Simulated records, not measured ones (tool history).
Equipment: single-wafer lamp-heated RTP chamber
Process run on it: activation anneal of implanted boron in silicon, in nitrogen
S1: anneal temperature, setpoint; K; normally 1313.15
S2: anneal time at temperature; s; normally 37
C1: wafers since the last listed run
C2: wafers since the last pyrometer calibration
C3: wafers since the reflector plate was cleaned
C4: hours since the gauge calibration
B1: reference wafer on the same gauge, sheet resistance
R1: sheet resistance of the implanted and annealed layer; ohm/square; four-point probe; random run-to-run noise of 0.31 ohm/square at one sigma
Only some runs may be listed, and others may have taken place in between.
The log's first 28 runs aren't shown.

run	hour	S1	S2	C1	C2	C3	C4	B1	R1
29	423.6	1313.15	37	71	2679	77	82.4	181.08	207.27
30	436.2	1298.15	23	144	2824	222	95.0	181.06	210.11
31	453.5	1313.15	23	198	3023	421	112.3	180.98	208.74
32	470.2	1290.15	44	191	3215	613	129.0	181.06	208.84
33	480.2	1313.15	37	114	3330	727	139.0	180.93	207.63
# hour 490.9: pyrometer window cleaned and pyrometer calibrated
34	494.1	1331.15	29	67	37	795	152.9	180.93	208.04
35	504.4	1313.15	45	118	155	914	163.2	181.02	207.56
36	552.6	1342.15	37	553	709	1468	211.4	180.99	205.52
37	569.0	1330.15	51	188	897	1656	227.8	181.00	205.03

Here are 4 independent what-if runs from the current tool condition. What would each one return?
A	569.4	1289.15	37	4	902	1661	228.2	?	?
B	569.4	1322.15	47	4	902	1661	228.2	?	?
C	569.4	1302.15	27	4	902	1661	228.2	?	?
D	569.4	1331.15	18	4	902	1661	228.2	?	?

run	B1	R1
A	180.93	209.98
B	180.93	206.11
C	180.93	209.76
D	180.93	208.88
What these runs would have given with no unlogged condition in the tool:
run	R1
A	210.85
B	206.91
C	210.41
D	209.42
